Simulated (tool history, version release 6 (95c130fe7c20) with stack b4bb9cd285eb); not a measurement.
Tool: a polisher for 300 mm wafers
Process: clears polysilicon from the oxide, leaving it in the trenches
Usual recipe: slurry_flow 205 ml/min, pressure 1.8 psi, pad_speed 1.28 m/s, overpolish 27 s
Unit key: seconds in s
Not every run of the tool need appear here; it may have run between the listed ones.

| run | hour | slurry_flow | pressure | pad_speed | overpolish | incoming thickness of the incoming film, nm | seconds |
|---|---|---|---|---|---|---|---|
| 1 | 0.0 | 205 | 1.8 | 1.28 | 27 | 347.1 | 35.5 |
|  | 10.9 | worn pad replaced by a new one |
| 2 | 14.1 | 205 | 1.8 | 1.28 | 27 | 350.2 | 35.0 |
| 3 | 21.2 | 180 | 1.8 | 1.28 | 27 | 352.4 | 35.9 |
| 4 | 28.2 | 180 | 1.8 | 1.28 | 27 | 356.0 | 36.2 |
| 5 | 34.7 | 205 | 1.8 | 1.28 | 27 | 347.9 | 35.1 |
| 6 | 45.3 | 205 | 1.8 | 1.28 | 27 | 351.0 | 35.3 |
| 7 | 54.1 | 205 | 1.8 | 1.28 | 27 | 346.7 | 35.2 |
|  | 61.8 | slurry nozzle cleaned |
| 8 | 70.3 | 205 | 1.8 | 0.98 | 27 | 345.7 | 44.1 |
| 9 | 84.8 | 205 | 1.8 | 1.00 | 13 | 353.6 | 45.2 |
| 10 | 93.0 | 205 | 1.8 | 1.28 | 27 | 352.7 | 36.8 |
|  | 120.6 | head pressure recalibrated |
|  | 136.0 | worn pad replaced by a new one |
| 11 | 136.5 | 205 | 2.2 | 1.28 | 41 | 347.8 | 25.3 |
| 12 | 152.2 | 150 | 1.4 | 1.28 | 41 | 349.3 | 42.1 |
| 13 | 165.1 | 160 | 1.8 | 1.28 | 35 | 347.1 | 31.8 |
| 14 | 172.2 | 185 | 1.8 | 0.98 | 18 | 348.8 | 39.1 |
| 15 | 187.4 | 205 | 1.3 | 1.28 | 15 | 352.4 | 43.3 |
| 16 | 205.4 | 205 | 1.8 | 1.28 | 27 | 349.0 | 31.5 |

Below are 5 alternative next runs, each starting from the tool's condition after run 16. Predict each:
| A | 205.8 | 205 | 1.8 | 1.28 | 33 | 352.7 | ? |
| B | 205.8 | 180 | 2.0 | 1.28 | 42 | 352.7 | ? |
| C | 205.8 | 205 | 1.3 | 1.28 | 39 | 352.7 | ? |
| D | 205.8 | 205 | 1.8 | 1.06 | 27 | 352.7 | ? |
| E | 205.8 | 155 | 1.2 | 1.72 | 37 | 352.7 | ? |

| run | seconds |
|---|---|
| A | 31.4 |
| B | 28.8 |
| C | 43.4 |
| D | 36.8 |
| E | 38.1 |
The same runs, with their run-to-run variation unchanged, on a tool lacking any hidden condition would have given:
| run | seconds |
|---|---|
| A | 30.8 |
| B | 28.3 |
| C | 42.6 |
| D | 36.1 |
| E | 37.4 |
